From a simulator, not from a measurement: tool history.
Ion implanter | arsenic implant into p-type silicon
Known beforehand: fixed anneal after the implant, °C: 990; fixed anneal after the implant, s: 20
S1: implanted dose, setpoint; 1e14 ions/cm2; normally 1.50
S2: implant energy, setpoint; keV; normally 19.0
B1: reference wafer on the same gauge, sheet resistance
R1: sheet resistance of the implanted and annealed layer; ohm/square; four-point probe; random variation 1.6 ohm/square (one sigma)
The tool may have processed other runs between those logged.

run,hour,S1,S2,B1,R1
1,0.0,1.50,19.0,463.15,482.81
2,25.3,1.64,19.0,463.01,452.85
3,53.0,1.64,19.0,463.03,453.51
4,88.8,1.50,19.0,463.22,481.82
5,185.6,1.50,19.0,462.70,480.14
6,219.7,1.24,19.0,462.38,555.55
7,241.2,1.24,19.0,462.81,556.16
8,261.2,1.24,19.0,462.77,550.87
9,274.3,1.50,19.0,462.80,484.58
10,297.9,1.50,19.0,462.26,485.62
11,316.5,1.50,19.0,463.10,480.72
12,328.7,1.50,19.0,462.38,481.90
13,355.6,1.50,19.0,462.95,479.64
14,380.8,1.50,19.0,463.00,481.77
# hour 389.8: gauge calibrated
15,402.9,1.50,15.5,463.46,495.69
16,428.8,1.50,19.0,463.33,481.46
17,456.4,1.68,24.5,462.81,426.58
18,485.0,1.50,19.0,463.02,482.56
19,514.1,1.72,15.5,463.27,446.64
20,549.7,1.71,19.0,462.36,436.28
21,567.3,1.50,14.0,462.89,504.60
22,589.0,1.50,19.0,462.87,480.31
23,607.1,1.50,22.0,463.59,468.92
24,634.2,1.22,15.5,463.19,576.86
# hour 672.0: extraction supply calibrated
25,672.5,1.08,21.0,463.18,600.14
26,714.1,1.35,22.0,463.19,504.52
27,731.2,1.50,19.0,463.26,479.06
# hour 755.6: Faraday cup replaced and dose calibrated
28,760.5,1.73,16.0,463.25,460.50
29,781.7,1.20,25.5,463.04,555.17
30,798.1,1.33,22.5,463.16,529.39
31,816.8,1.50,12.5,463.17,527.50
32,837.4,1.50,16.0,462.73,506.98
33,850.9,1.50,19.0,462.61,498.60
34,877.6,1.10,13.0,463.38,655.77
35,904.4,1.15,16.5,462.95,615.95
36,935.8,1.50,19.0,462.81,497.78
37,964.9,1.50,19.0,463.07,498.52
38,988.6,1.20,13.0,462.36,616.65

What was the tool's hidden state at every run in the log?
deviation of the true energy from its setpoint, %: 0 at every run
gauge reads high (%): 0 at every run
H1: deviation of the true dose from the Faraday cup's reading, %
run,H1
1,3.82
2,3.87
3,3.93
4,4
5,4.2
6,4.27
7,4.31
8,4.36
9,4.38
10,4.43
11,4.47
12,4.49
13,4.55
14,4.6
15,4.65
16,4.7
17,4.76
18,4.82
19,4.88
20,4.95
21,4.99
22,5.03
23,5.07
24,5.12
25,5.2
26,5.29
27,5.32
28,0.145
29,0.189
30,0.223
31,0.261
32,0.303
33,0.331
34,0.386
35,0.441
36,0.506
37,0.566
38,0.614
